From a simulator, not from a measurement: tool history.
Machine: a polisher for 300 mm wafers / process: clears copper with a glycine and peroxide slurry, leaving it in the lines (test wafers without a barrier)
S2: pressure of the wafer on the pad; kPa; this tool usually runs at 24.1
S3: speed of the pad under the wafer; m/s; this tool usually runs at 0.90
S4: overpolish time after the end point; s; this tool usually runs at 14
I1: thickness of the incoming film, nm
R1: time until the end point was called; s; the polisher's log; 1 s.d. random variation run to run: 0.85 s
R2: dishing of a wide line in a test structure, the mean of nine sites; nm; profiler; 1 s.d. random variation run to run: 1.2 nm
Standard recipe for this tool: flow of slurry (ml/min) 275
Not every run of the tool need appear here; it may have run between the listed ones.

{"run": 1, "hour": 0.0, "flow of slurry (ml/min)": 275, "S2": 21.4, "S3": 0.9, "S4": 14, "I1": 604.7, "R1": 111.8, "R2": 51.6}
{"hour": 34.0, "done": "worn pad replaced by a new one"}
{"run": 2, "hour": 69.7, "flow of slurry (ml/min)": 275, "S2": 24.1, "S3": 0.9, "S4": 14, "I1": 596.5, "R1": 101.3, "R2": 57.5}
{"run": 3, "hour": 171.3, "flow of slurry (ml/min)": 275, "S2": 20.7, "S3": 0.9, "S4": 14, "I1": 600.8, "R1": 114.6, "R2": 49.0}
{"run": 4, "hour": 220.1, "flow of slurry (ml/min)": 305, "S2": 24.1, "S3": 0.9, "S4": 17, "I1": 614.8, "R1": 104.1, "R2": 65.5}
{"hour": 224.5, "done": "slurry nozzle cleaned"}
{"hour": 236.0, "done": "worn pad replaced by a new one"}
{"run": 5, "hour": 245.8, "flow of slurry (ml/min)": 305, "S2": 24.1, "S3": 0.9, "S4": 17, "I1": 604.9, "R1": 101.2, "R2": 66.5}
{"run": 6, "hour": 281.1, "flow of slurry (ml/min)": 305, "S2": 24.1, "S3": 0.9, "S4": 17, "I1": 610.9, "R1": 101.2, "R2": 65.1}
{"run": 7, "hour": 326.2, "flow of slurry (ml/min)": 275, "S2": 22.1, "S3": 0.9, "S4": 14, "I1": 591.1, "R1": 107.4, "R2": 54.3}
{"hour": 337.2, "done": "head pressure recalibrated"}
{"run": 8, "hour": 394.1, "flow of slurry (ml/min)": 275, "S2": 24.1, "S3": 0.9, "S4": 14, "I1": 595.4, "R1": 101.2, "R2": 57.9}
{"hour": 416.9, "done": "worn pad replaced by a new one"}
{"run": 9, "hour": 444.4, "flow of slurry (ml/min)": 275, "S2": 24.1, "S3": 0.9, "S4": 14, "I1": 607.3, "R1": 102.3, "R2": 56.3}
{"run": 10, "hour": 507.5, "flow of slurry (ml/min)": 275, "S2": 24.1, "S3": 0.9, "S4": 14, "I1": 610.4, "R1": 103.7, "R2": 56.6}
{"run": 11, "hour": 568.0, "flow of slurry (ml/min)": 275, "S2": 24.1, "S3": 0.9, "S4": 14, "I1": 601.0, "R1": 101.5, "R2": 56.1}
{"run": 12, "hour": 600.4, "flow of slurry (ml/min)": 185, "S2": 24.1, "S3": 0.58, "S4": 14, "I1": 601.7, "R1": 151.0, "R2": 40.3}
{"hour": 606.0, "done": "worn pad replaced by a new one"}
{"run": 13, "hour": 635.9, "flow of slurry (ml/min)": 275, "S2": 24.1, "S3": 0.9, "S4": 14, "I1": 610.3, "R1": 104.1, "R2": 55.3}

Predict the results of run 14:
{"run": 14, "hour": 666.0, "flow of slurry (ml/min)": 360, "S2": 20.0, "S3": 0.78, "S4": 17, "I1": 601.9, "R1": "?", "R2": "?"}

{"run 14": {"R1": 130.5, "R2": 54.0}}
If the tool had no hidden condition, the same run with the same run-to-run variation would have returned R1 130.5 s, R2 54.0 nm.
